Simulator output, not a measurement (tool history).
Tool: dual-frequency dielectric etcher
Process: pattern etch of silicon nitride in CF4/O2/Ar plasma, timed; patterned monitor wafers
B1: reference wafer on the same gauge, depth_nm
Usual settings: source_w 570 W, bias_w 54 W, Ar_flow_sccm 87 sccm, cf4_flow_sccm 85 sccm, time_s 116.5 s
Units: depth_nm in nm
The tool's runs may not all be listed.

run 1 day=0 | source_w=570 bias_w=54 Ar_flow_sccm=87 cf4_flow_sccm=85 time_s=116.5 | B1=251.8 | depth_nm=267.2
run 2 day=0.442 | source_w=570 bias_w=54 Ar_flow_sccm=87 cf4_flow_sccm=85 time_s=116.5 | B1=251.5 | depth_nm=264.5
-- day=1.392 Ar flow controller replaced
run 3 day=1.75 | source_w=570 bias_w=54 Ar_flow_sccm=87 cf4_flow_sccm=85 time_s=116.5 | B1=252 | depth_nm=264.1
-- day=1.854 gauge calibrated
run 4 day=2.488 | source_w=570 bias_w=54 Ar_flow_sccm=87 cf4_flow_sccm=85 time_s=116.5 | B1=252.2 | depth_nm=266.5
run 5 day=3.179 | source_w=530 bias_w=54 Ar_flow_sccm=87 cf4_flow_sccm=85 time_s=116.5 | B1=252 | depth_nm=255
-- day=4.433 source power generator calibrated
-- day=4.721 upper electrode replaced
run 6 day=4.742 | source_w=570 bias_w=61 Ar_flow_sccm=87 cf4_flow_sccm=85 time_s=116.5 | B1=252.5 | depth_nm=281.5
run 7 day=4.754 | source_w=570 bias_w=63 Ar_flow_sccm=87 cf4_flow_sccm=85 time_s=116.5 | B1=252.4 | depth_nm=282.4
run 8 day=4.771 | source_w=570 bias_w=65 Ar_flow_sccm=87 cf4_flow_sccm=99 time_s=116.5 | B1=252.5 | depth_nm=291.1
run 9 day=5.058 | source_w=570 bias_w=44 Ar_flow_sccm=87 cf4_flow_sccm=85 time_s=116.5 | B1=251.7 | depth_nm=252.8
-- day=6.2 wet clean of the chamber
run 10 day=6.221 | source_w=530 bias_w=54 Ar_flow_sccm=81 cf4_flow_sccm=75 time_s=85.5 | B1=251.9 | depth_nm=193.7
run 11 day=6.438 | source_w=570 bias_w=54 Ar_flow_sccm=87 cf4_flow_sccm=85 time_s=116.5 | B1=251.9 | depth_nm=277.5
run 12 day=7.167 | source_w=490 bias_w=54 Ar_flow_sccm=71 cf4_flow_sccm=74 time_s=116.5 | B1=252 | depth_nm=260.6
run 13 day=7.704 | source_w=510 bias_w=61 Ar_flow_sccm=87 cf4_flow_sccm=85 time_s=116.5 | B1=251.2 | depth_nm=272.9
-- day=8.275 CF4 flow controller replaced
run 14 day=8.296 | source_w=670 bias_w=54 Ar_flow_sccm=87 cf4_flow_sccm=71 time_s=146 | B1=252.4 | depth_nm=370.2
run 15 day=9.75 | source_w=570 bias_w=54 Ar_flow_sccm=87 cf4_flow_sccm=85 time_s=116.5 | B1=251.9 | depth_nm=278.6
run 16 day=10.125 | source_w=570 bias_w=54 Ar_flow_sccm=87 cf4_flow_sccm=85 time_s=116.5 | B1=252.3 | depth_nm=281.2
run 17 day=10.717 | source_w=570 bias_w=65 Ar_flow_sccm=87 cf4_flow_sccm=70 time_s=107.5 | B1=252.5 | depth_nm=267.3
-- day=11.771 wet clean of the chamber, repeated, since the last time left the tool worse
run 18 day=11.792 | source_w=570 bias_w=42 Ar_flow_sccm=103 cf4_flow_sccm=85 time_s=104.5 | B1=251.9 | depth_nm=209.8
run 19 day=13.088 | source_w=570 bias_w=54 Ar_flow_sccm=87 cf4_flow_sccm=85 time_s=116.5 | B1=252.1 | depth_nm=263.5
run 20 day=13.717 | source_w=680 bias_w=62 Ar_flow_sccm=87 cf4_flow_sccm=98 time_s=116.5 | B1=252 | depth_nm=307
run 21 day=14.246 | source_w=570 bias_w=54 Ar_flow_sccm=70 cf4_flow_sccm=99 time_s=89.5 | B1=252 | depth_nm=214.3
run 22 day=15.25 | source_w=670 bias_w=54 Ar_flow_sccm=81 cf4_flow_sccm=71 time_s=146 | B1=252.2 | depth_nm=357.8

Forecast each of these 3 alternatives for the next run:
run A day=15.267 | source_w=570 bias_w=54 Ar_flow_sccm=87 cf4_flow_sccm=85 time_s=116.5 | B1=? | depth_nm=?
run B day=15.267 | source_w=570 bias_w=54 Ar_flow_sccm=87 cf4_flow_sccm=85 time_s=144 | B1=? | depth_nm=?
run C day=15.267 | source_w=570 bias_w=45 Ar_flow_sccm=71 cf4_flow_sccm=85 time_s=116.5 | B1=? | depth_nm=?

run=A B1=252.2 depth_nm=263.4
run=B B1=252.2 depth_nm=325.6
run=C B1=252.2 depth_nm=256.1
Without the tool's hidden state the same runs would have given:
run=A depth_nm=261
run=B depth_nm=322.6
run=C depth_nm=253.7

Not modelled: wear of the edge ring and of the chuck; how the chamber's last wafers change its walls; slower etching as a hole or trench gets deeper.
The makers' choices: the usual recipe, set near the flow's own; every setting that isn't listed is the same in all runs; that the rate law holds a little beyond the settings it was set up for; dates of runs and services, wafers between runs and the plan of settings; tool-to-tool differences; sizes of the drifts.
